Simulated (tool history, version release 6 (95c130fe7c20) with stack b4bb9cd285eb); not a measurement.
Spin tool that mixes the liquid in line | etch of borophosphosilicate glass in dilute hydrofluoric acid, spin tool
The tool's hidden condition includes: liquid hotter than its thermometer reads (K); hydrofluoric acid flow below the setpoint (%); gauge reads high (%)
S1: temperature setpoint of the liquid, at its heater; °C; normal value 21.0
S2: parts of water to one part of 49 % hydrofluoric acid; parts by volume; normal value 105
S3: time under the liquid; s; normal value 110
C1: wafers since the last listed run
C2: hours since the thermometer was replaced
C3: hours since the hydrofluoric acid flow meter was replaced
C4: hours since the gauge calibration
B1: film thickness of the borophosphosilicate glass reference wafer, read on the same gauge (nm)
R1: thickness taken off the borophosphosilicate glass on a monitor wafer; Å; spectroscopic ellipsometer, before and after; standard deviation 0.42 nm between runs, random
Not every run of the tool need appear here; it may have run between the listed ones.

{"run": 1, "hour": 0.0, "S1": 21.0, "S2": 105, "S3": 110, "C1": 0, "C2": 2025.6, "C3": 441.9, "C4": 986.8, "B1": 139.26, "R1": 492.9}
{"run": 2, "hour": 94.9, "S1": 21.0, "S2": 105, "S3": 110, "C1": 819, "C2": 2120.5, "C3": 536.8, "C4": 1081.7, "B1": 138.82, "R1": 489.7}
{"run": 3, "hour": 161.5, "S1": 21.0, "S2": 105, "S3": 110, "C1": 575, "C2": 2187.1, "C3": 603.4, "C4": 1148.3, "B1": 138.52, "R1": 487.9}
{"run": 4, "hour": 209.9, "S1": 21.0, "S2": 105, "S3": 110, "C1": 418, "C2": 2235.5, "C3": 651.8, "C4": 1196.7, "B1": 138.32, "R1": 484.3}
{"run": 5, "hour": 520.8, "S1": 21.0, "S2": 105, "S3": 110, "C1": 2686, "C2": 2546.4, "C3": 962.7, "C4": 1507.6, "B1": 136.53, "R1": 477.4}
{"run": 6, "hour": 624.6, "S1": 21.0, "S2": 105, "S3": 110, "C1": 896, "C2": 2650.2, "C3": 1066.5, "C4": 1611.4, "B1": 135.9, "R1": 479.2}
{"run": 7, "hour": 664.4, "S1": 21.0, "S2": 105, "S3": 110, "C1": 343, "C2": 2690.0, "C3": 1106.3, "C4": 1651.2, "B1": 135.61, "R1": 477.5}
{"hour": 728.0, "done": "thermometer replaced"}
{"run": 8, "hour": 758.4, "S1": 21.0, "S2": 105, "S3": 110, "C1": 803, "C2": 30.4, "C3": 1200.3, "C4": 1745.2, "B1": 134.97, "R1": 475.2}
{"run": 9, "hour": 826.4, "S1": 21.0, "S2": 150, "S3": 135, "C1": 587, "C2": 98.4, "C3": 1268.3, "C4": 1813.2, "B1": 134.48, "R1": 389.5}
{"run": 10, "hour": 879.8, "S1": 21.0, "S2": 105, "S3": 110, "C1": 461, "C2": 151.8, "C3": 1321.7, "C4": 1866.6, "B1": 134.07, "R1": 469.2}
{"run": 11, "hour": 954.6, "S1": 21.0, "S2": 105, "S3": 110, "C1": 646, "C2": 226.6, "C3": 1396.5, "C4": 1941.4, "B1": 133.49, "R1": 469.1}
{"run": 12, "hour": 1048.9, "S1": 25.5, "S2": 105, "S3": 50, "C1": 814, "C2": 320.9, "C3": 1490.8, "C4": 2035.7, "B1": 132.7, "R1": 254.7}
{"run": 13, "hour": 1111.2, "S1": 21.0, "S2": 55, "S3": 150, "C1": 538, "C2": 383.2, "C3": 1553.1, "C4": 2098.0, "B1": 132.2, "R1": 1288.0}
{"run": 14, "hour": 1200.5, "S1": 17.0, "S2": 65, "S3": 110, "C1": 771, "C2": 472.5, "C3": 1642.4, "C4": 2187.3, "B1": 131.42, "R1": 653.3}
{"run": 15, "hour": 1246.5, "S1": 25.0, "S2": 80, "S3": 110, "C1": 397, "C2": 518.5, "C3": 1688.4, "C4": 2233.3, "B1": 130.95, "R1": 736.6}
{"run": 16, "hour": 1314.2, "S1": 19.5, "S2": 105, "S3": 165, "C1": 584, "C2": 586.2, "C3": 1756.1, "C4": 2301.0, "B1": 130.37, "R1": 644.2}
{"run": 17, "hour": 1415.8, "S1": 17.0, "S2": 65, "S3": 110, "C1": 877, "C2": 687.8, "C3": 1857.7, "C4": 2402.6, "B1": 129.34, "R1": 658.1}
{"run": 18, "hour": 1473.7, "S1": 21.0, "S2": 105, "S3": 110, "C1": 500, "C2": 745.7, "C3": 1915.6, "C4": 2460.5, "B1": 128.78, "R1": 449.7}
{"run": 19, "hour": 1527.1, "S1": 21.0, "S2": 65, "S3": 155, "C1": 461, "C2": 799.1, "C3": 1969.0, "C4": 2513.9, "B1": 128.21, "R1": 1078.2}
{"run": 20, "hour": 1606.5, "S1": 21.0, "S2": 105, "S3": 110, "C1": 686, "C2": 878.5, "C3": 2048.4, "C4": 2593.3, "B1": 127.38, "R1": 444.2}
{"hour": 1636.9, "done": "hydrofluoric acid flow meter replaced"}
{"run": 21, "hour": 1659.8, "S1": 21.0, "S2": 105, "S3": 110, "C1": 451, "C2": 931.8, "C3": 22.9, "C4": 2646.6, "B1": 126.82, "R1": 442.9}
{"hour": 1721.7, "done": "gauge calibrated"}
{"run": 22, "hour": 1727.2, "S1": 17.5, "S2": 145, "S3": 160, "C1": 582, "C2": 999.2, "C3": 90.3, "C4": 5.5, "B1": 140.45, "R1": 433.0}
{"run": 23, "hour": 1834.1, "S1": 17.0, "S2": 150, "S3": 50, "C1": 923, "C2": 1106.1, "C3": 197.2, "C4": 112.4, "B1": 140.45, "R1": 128.2}
{"run": 24, "hour": 1886.8, "S1": 21.0, "S2": 90, "S3": 55, "C1": 455, "C2": 1158.8, "C3": 249.9, "C4": 165.1, "B1": 140.39, "R1": 294.5}
{"run": 25, "hour": 1985.2, "S1": 18.0, "S2": 70, "S3": 110, "C1": 850, "C2": 1257.2, "C3": 348.3, "C4": 263.5, "B1": 140.33, "R1": 694.4}
{"run": 26, "hour": 2035.9, "S1": 21.0, "S2": 130, "S3": 110, "C1": 438, "C2": 1307.9, "C3": 399.0, "C4": 314.2, "B1": 140.21, "R1": 388.7}
{"run": 27, "hour": 2353.9, "S1": 17.0, "S2": 105, "S3": 110, "C1": 2747, "C2": 1625.9, "C3": 717.0, "C4": 632.2, "B1": 139.64, "R1": 414.8}
{"run": 28, "hour": 2430.0, "S1": 21.0, "S2": 105, "S3": 125, "C1": 657, "C2": 1702.0, "C3": 793.1, "C4": 708.3, "B1": 139.41, "R1": 551.3}
{"run": 29, "hour": 2468.1, "S1": 19.0, "S2": 80, "S3": 60, "C1": 329, "C2": 1740.1, "C3": 831.2, "C4": 746.4, "B1": 139.3, "R1": 327.4}
{"run": 30, "hour": 2526.5, "S1": 21.0, "S2": 105, "S3": 110, "C1": 504, "C2": 1798.5, "C3": 889.6, "C4": 804.8, "B1": 139.12, "R1": 486.7}
{"run": 31, "hour": 2615.5, "S1": 21.0, "S2": 105, "S3": 60, "C1": 768, "C2": 1887.5, "C3": 978.6, "C4": 893.8, "B1": 138.77, "R1": 268.3}
{"run": 32, "hour": 2713.2, "S1": 22.5, "S2": 105, "S3": 110, "C1": 844, "C2": 1985.2, "C3": 1076.3, "C4": 991.5, "B1": 138.41, "R1": 522.3}

4 options for the next run, each taken on its own from the tool as it stands now. Forecast them:
{"run": "A", "hour": 2713.6, "S1": 21.0, "S2": 105, "S3": 110, "C1": 3, "C2": 1985.6, "C3": 1076.7, "C4": 991.9, "B1": "?", "R1": "?"}
{"run": "B", "hour": 2713.6, "S1": 21.0, "S2": 80, "S3": 90, "C1": 3, "C2": 1985.6, "C3": 1076.7, "C4": 991.9, "B1": "?", "R1": "?"}
{"run": "C", "hour": 2713.6, "S1": 22.5, "S2": 105, "S3": 75, "C1": 3, "C2": 1985.6, "C3": 1076.7, "C4": 991.9, "B1": "?", "R1": "?"}
{"run": "D", "hour": 2713.6, "S1": 25.5, "S2": 120, "S3": 110, "C1": 3, "C2": 1985.6, "C3": 1076.7, "C4": 991.9, "B1": "?", "R1": "?"}

run=A B1=138.44 R1=494.1
run=B B1=138.44 R1=546.2
run=C B1=138.44 R1=357.9
run=D B1=138.44 R1=507.4
The same runs, with their run-to-run variation unchanged, on a tool lacking any hidden condition would have given:
run=A R1=499.8
run=B R1=552.4
run=C R1=362.0
run=D R1=513.2
